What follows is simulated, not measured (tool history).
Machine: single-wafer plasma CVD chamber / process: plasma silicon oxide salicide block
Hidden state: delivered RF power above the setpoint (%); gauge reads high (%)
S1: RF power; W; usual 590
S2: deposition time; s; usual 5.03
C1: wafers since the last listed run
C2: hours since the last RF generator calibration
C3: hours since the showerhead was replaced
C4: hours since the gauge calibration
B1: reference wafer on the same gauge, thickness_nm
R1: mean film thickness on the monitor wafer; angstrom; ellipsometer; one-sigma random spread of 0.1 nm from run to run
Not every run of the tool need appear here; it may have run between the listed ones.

run,day,S1,S2,C1,C2,C3,C4,B1,R1
1,0,590,5.03,0,1284.6,846,327.2,58.496,495.4
2,2.025,590,5.03,1073,1333.2,894.6,375.8,58.512,496.46
3,4.612,590,5.03,1371,1395.3,956.7,437.9,58.5,495.96
4,6.575,565,5.03,1040,1442.4,1003.8,485,58.487,485.71
5,9.425,620,5.59,1510,1510.8,1072.2,553.4,58.487,557.95
6,11.425,620,5.59,1060,1558.8,1120.2,601.4,58.5,558.25
7,17.088,620,5.59,3001,1694.7,1256.1,737.3,58.507,557.27
8,18.217,590,5.62,598,1721.8,1283.2,764.4,58.501,551.93
9,19.721,590,5.62,797,1757.9,1319.3,800.5,58.494,551.78
10,21.425,590,5.62,903,1798.8,1360.2,841.4,58.49,550.5
11,24.379,590,5.72,1565,1869.7,1431.1,912.3,58.514,559.54
12,25.492,590,5.72,589,1896.4,1457.8,939,58.507,559.31
13,27.571,590,5.72,1102,1946.3,1507.7,988.9,58.526,560.66
# day 28.933: gauge calibrated
14,29.525,590,5.03,1035,1993.2,1554.6,14.2,58.51,491.98
15,32.512,590,5.03,1583,2064.9,1626.3,85.9,58.518,490.66
16,35.5,590,5.03,1583,2136.6,1698,157.6,58.512,491.2
17,38.429,590,5.36,1552,2206.9,1768.3,227.9,58.495,523.86
# day 39.058: RF generator calibrated
18,44.496,590,5.36,3039,130.5,1913.9,373.5,58.487,515.77
19,45.858,590,5.03,722,163.2,1946.6,406.2,58.504,481.23
20,48.712,590,5.03,1512,231.7,2015.1,474.7,58.527,481.43
# day 50.042: RF generator calibrated, repeated, since the last time left the tool worse
21,51.254,535,4.17,1170,29.1,2076.1,535.7,58.483,399.31
22,52.762,500,4.65,799,65.3,2112.3,571.9,58.495,436.66
23,54.692,590,5.34,1022,111.6,2158.6,618.2,58.506,527.58
24,56.704,590,4.15,1066,159.9,2206.9,666.5,58.489,411.67
25,59.308,665,5.81,1380,222.4,2269.4,729,58.496,598.62
26,62.125,500,4.09,1493,290,2337,796.6,58.505,384.6
# day 62.992: showerhead replaced
27,64.696,665,5.81,1186,351.7,40.9,858.3,58.512,598.39
28,65.921,590,5.03,649,381.1,70.3,887.7,58.502,498.88
29,68.042,695,5.98,1124,432,121.2,938.6,58.487,624.45
30,69.888,515,4.12,978,476.3,165.5,982.9,58.512,389.45
31,72.812,530,4.3,1550,546.5,235.7,1053.1,58.509,412.83
32,75.596,590,5.44,1475,613.3,302.5,1119.9,58.482,537.66
33,76.842,590,5.36,660,643.2,332.4,1149.8,58.483,528.22
34,78.992,495,5.95,1139,694.8,384,1201.4,58.48,558.07
35,80.917,685,6,1020,741,430.2,1247.6,58.515,624.94
36,83.683,675,5.4,1466,807.4,496.6,1314,58.504,556.61
37,85.354,590,5.03,885,847.5,536.7,1354.1,58.518,497.59
# day 86.046: gauge calibrated
38,87.296,640,5.85,1029,894.1,583.3,30,58.508,592.95
39,89.483,705,5.79,1159,946.6,635.8,82.5,58.507,606.86

Below, each run's measurement less what the same run would have read without the hidden state. Both values contain the same run-to-run variation, but the gauge's scatter may not be the same in both:
run,R1
1,-3.67
2,-3.89
3,-4.16
4,-4.3
5,-5.31
6,-5.59
7,-6.41
8,-6.52
9,-6.75
10,-7
11,-7.61
12,-7.81
13,-8.19
14,-7.49
15,-7.97
16,-8.49
17,-9.61
18,-18.62
19,-17.39
20,-17.45
21,-0.4
22,-0.44
23,-0.54
24,-0.44
25,-0.69
26,-0.49
27,-0.83
28,-0.73
29,-0.99
30,-0.67
31,-0.81
32,-1.18
33,-1.23
34,-1.43
35,-1.73
36,-1.72
37,-1.65
38,-2.12
39,-2.37
